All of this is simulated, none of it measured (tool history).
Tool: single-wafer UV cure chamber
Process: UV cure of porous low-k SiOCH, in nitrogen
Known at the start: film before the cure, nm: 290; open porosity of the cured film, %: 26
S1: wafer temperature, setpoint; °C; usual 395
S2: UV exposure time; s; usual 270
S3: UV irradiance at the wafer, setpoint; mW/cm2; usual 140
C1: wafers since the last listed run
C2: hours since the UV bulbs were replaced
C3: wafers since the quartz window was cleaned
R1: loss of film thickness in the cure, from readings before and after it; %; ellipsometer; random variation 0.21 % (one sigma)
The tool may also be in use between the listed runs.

run     day   S1   S2   S3    C1      C2    C3      R1
  1   0.000  395  270  140     0   669.6   514  14.709
  2   1.725  395  270  140   425   711.0   940  14.520
  3   2.750  395  270  140   252   735.6  1193  14.376
  4   4.171  395  270  140   350   769.7  1543  14.702
  5   5.308  395  270  140   280   797.0  1824  14.506
      8.983  -- quartz window cleaned
  6  13.492  395  270  140  1937   993.4  1112  14.050
  7  15.646  395  270  140   531  1045.1  1644  13.874
  8  17.067  395  270  140   350  1079.2  1995  14.028
     19.175  -- quartz window cleaned
  9  19.196  395  270  140   443  1130.3     5  14.216
 10  21.746  395  270  140   629  1191.5   634  14.099
 11  23.112  395  270  140   337  1224.3   971  14.095
 12  24.538  395  270  140   351  1258.5  1323  14.231
 13  25.683  400  270  140   282  1286.0  1606  13.914
 14  27.862  382  270  140   537  1338.3  2144  13.804
     28.529  -- quartz window cleaned
     32.846  -- UV bulbs replaced
 15  36.600  387  370  140  1992    90.1  1909  13.952
     37.925  -- quartz window cleaned
 16  37.979  395  270  140   258   123.2    13  12.533
 17  39.029  383  370  118   259   148.4   272  12.874
 18  40.058  395  270  179   254   173.1   526  13.533
 19  41.321  385  175  165   311   203.4   838  11.073
 20  43.025  395  180  166   420   244.3  1259  11.247
     43.575  -- UV bulbs replaced, repeated, since the last time left the tool worse
 21  45.325  382  270  105   485    42.0  1744  13.786
 22  48.121  395  270  140   690   109.1  2434  14.755
     49.079  -- quartz window cleaned
 23  50.379  401  140  176   475   163.3   320  13.158
 24  52.088  389  205  101   421   204.3   742  12.208
 25  53.862  377  270  140   438   246.9  1180  15.111

Forecast each of these 4 alternatives for the next run:
  A  53.883  395  270  159   5  247.4  1185   ?
  B  53.883  407  165  123   5  247.4  1185   ?
  C  53.883  380  335  163   5  247.4  1185   ?
  D  53.883  384  270  140   5  247.4  1185   ?

run      R1
  A  15.456
  B  12.069
  C  16.350
  D  14.617
Without the tool's hidden state the same runs would have given:
run      R1
  A  15.669
  B  12.270
  C  16.564
  D  14.828

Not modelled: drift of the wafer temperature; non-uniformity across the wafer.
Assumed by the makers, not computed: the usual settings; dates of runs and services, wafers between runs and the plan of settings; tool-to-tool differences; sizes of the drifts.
